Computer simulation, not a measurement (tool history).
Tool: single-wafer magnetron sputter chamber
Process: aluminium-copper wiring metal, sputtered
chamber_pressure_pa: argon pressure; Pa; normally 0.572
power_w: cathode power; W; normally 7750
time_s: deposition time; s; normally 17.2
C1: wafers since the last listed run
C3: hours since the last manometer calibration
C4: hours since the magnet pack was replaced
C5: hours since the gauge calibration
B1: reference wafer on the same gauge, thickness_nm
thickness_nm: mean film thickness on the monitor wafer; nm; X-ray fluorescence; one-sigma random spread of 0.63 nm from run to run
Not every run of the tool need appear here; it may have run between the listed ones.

Run 1, day 0: usual settings; C1 0; wafers on the sputter target 2437; C3 1226.3; C4 6004.1; C5 447.4; B1 213.858. Result: thickness_nm 203.268 nm.
Run 2, day 4.417: usual settings; C1 3061; wafers on the sputter target 5498; C3 1332.3; C4 6110.1; C5 553.4; B1 213.998. Result: thickness_nm 203.314 nm.
Run 3, day 7.025: usual settings; C1 1807; wafers on the sputter target 7305; C3 1394.9; C4 6172.7; C5 616; B1 213.952. Result: thickness_nm 201.468 nm.
At day 9.908: sputter target and shields replaced.
Run 4, day 10.058: usual settings; C1 1871; wafers on the sputter target 104; C3 1467.7; C4 6245.5; C5 688.8; B1 214.205. Result: thickness_nm 203.914 nm.
Run 5, day 14.279: usual settings; C1 2925; wafers on the sputter target 3029; C3 1569; C4 6346.8; C5 790.1; B1 213.749. Result: thickness_nm 202.789 nm.
Run 6, day 17.267: usual settings but time_s 16.4 s; C1 2070; wafers on the sputter target 5099; C3 1640.7; C4 6418.5; C5 861.8; B1 213.997. Result: thickness_nm 193.504 nm.
Run 7, day 21.508: usual settings but time_s 16.4 s; C1 2939; wafers on the sputter target 8039; C3 1742.5; C4 6520.3; C5 963.6; B1 214.238. Result: thickness_nm 191.654 nm.
At day 24.129: magnet pack replaced.
Run 8, day 24.15: usual settings but time_s 16.4 s; C1 1599; wafers on the sputter target 9639; C3 1805.9; C4 0.5; C5 1027; B1 213.982. Result: thickness_nm 189.795 nm.
At day 24.742: sputter target and shields replaced.
Run 9, day 26.371: usual settings; C1 1308; wafers on the sputter target 1130; C3 1859.2; C4 53.8; C5 1080.3; B1 214.143. Result: thickness_nm 202.753 nm.
Run 10, day 28.258: usual settings; C1 1308; wafers on the sputter target 2438; C3 1904.5; C4 99.1; C5 1125.6; B1 213.967. Result: thickness_nm 200.397 nm.
Run 11, day 31.125: usual settings but chamber_pressure_pa 0.486 Pa, power_w 7100 W, time_s 20 s; C1 1986; wafers on the sputter target 4425; C3 1973.3; C4 167.9; C5 1194.4; B1 214.116. Result: thickness_nm 224.098 nm.
At day 35.904: gauge calibrated.
At day 39.058: sputter target and shields replaced.
Run 12, day 41.796: usual settings; C1 7164; wafers on the sputter target 1898; C3 2229.4; C4 424; C5 141.4; B1 214.262. Result: thickness_nm 199.007 nm.
At day 42.692: capacitance manometer re-zeroed and calibrated.
Run 13, day 45.679: usual settings; C1 2460; wafers on the sputter target 4358; C3 71.7; C4 517.2; C5 234.6; B1 214.121. Result: thickness_nm 205.304 nm.
Run 14, day 48.088: usual settings but power_w 6250 W; C1 1669; wafers on the sputter target 6027; C3 129.5; C4 575; C5 292.4; B1 213.805. Result: thickness_nm 164.82 nm.
At day 51.883: sputter target and shields replaced.
Run 15, day 52.354: usual settings but chamber_pressure_pa 0.385 Pa, power_w 6650 W; C1 2726; wafers on the sputter target 327; C3 231.9; C4 677.4; C5 394.8; B1 213.67. Result: thickness_nm 197.413 nm.
Run 16, day 56.633: usual settings but chamber_pressure_pa 0.634 Pa, power_w 9200 W, time_s 16.2 s; C1 2965; wafers on the sputter target 3292; C3 334.6; C4 780.1; C5 497.5; B1 213.52. Result: thickness_nm 222.276 nm.
Run 17, day 59.646: usual settings but chamber_pressure_pa 0.78 Pa, power_w 6250 W, time_s 18.5 s; C1 2087; wafers on the sputter target 5380; C3 406.9; C4 852.4; C5 569.8; B1 214.074. Result: thickness_nm 157.739 nm.
Run 18, day 62.912: usual settings but chamber_pressure_pa 0.384 Pa, time_s 14.1 s; C1 2263; wafers on the sputter target 7644; C3 485.3; C4 930.8; C5 648.2; B1 213.956. Result: thickness_nm 185.928 nm.
Run 19, day 64.542: usual settings but power_w 6250 W; C1 1129; wafers on the sputter target 8773; C3 524.4; C4 969.9; C5 687.3; B1 214.149. Result: thickness_nm 164.741 nm.
At day 65.271: sputter target and shields replaced.
Run 20, day 68.717: usual settings; C1 2662; wafers on the sputter target 2387; C3 624.6; C4 1070.1; C5 787.5; B1 213.877. Result: thickness_nm 204.586 nm.

How would selected steps in thickness_nm from run to run divide? Give the signed amount a tool lacking its hidden state would still show from settings, what came in and random variation, and the signed amount left for the hidden state, including any gauge scatter that is not in both of the compared results.
The tool's hidden condition here consists of: deposition rate above that of a new target (%); true argon pressure above the setpoint (%); gauge reads high (%).
Run 3 -> 4: sputter target and shields replaced. thickness_nm +2.446 nm: hidden state +1.76, all else +0.686.
Run 12 -> 13: capacitance manometer re-zeroed and calibrated. thickness_nm +6.297 nm: hidden state +5.832, all else +0.465.
Run 13 -> 14: power_w 7750 -> 6250. thickness_nm -40.484 nm: hidden state -0.144, all else -40.34.
Run 16 -> 17: chamber_pressure_pa 0.634 -> 0.78, power_w 9200 -> 6250, time_s 16.2 -> 18.5. thickness_nm -64.537 nm: hidden state -0.18, all else -64.357.
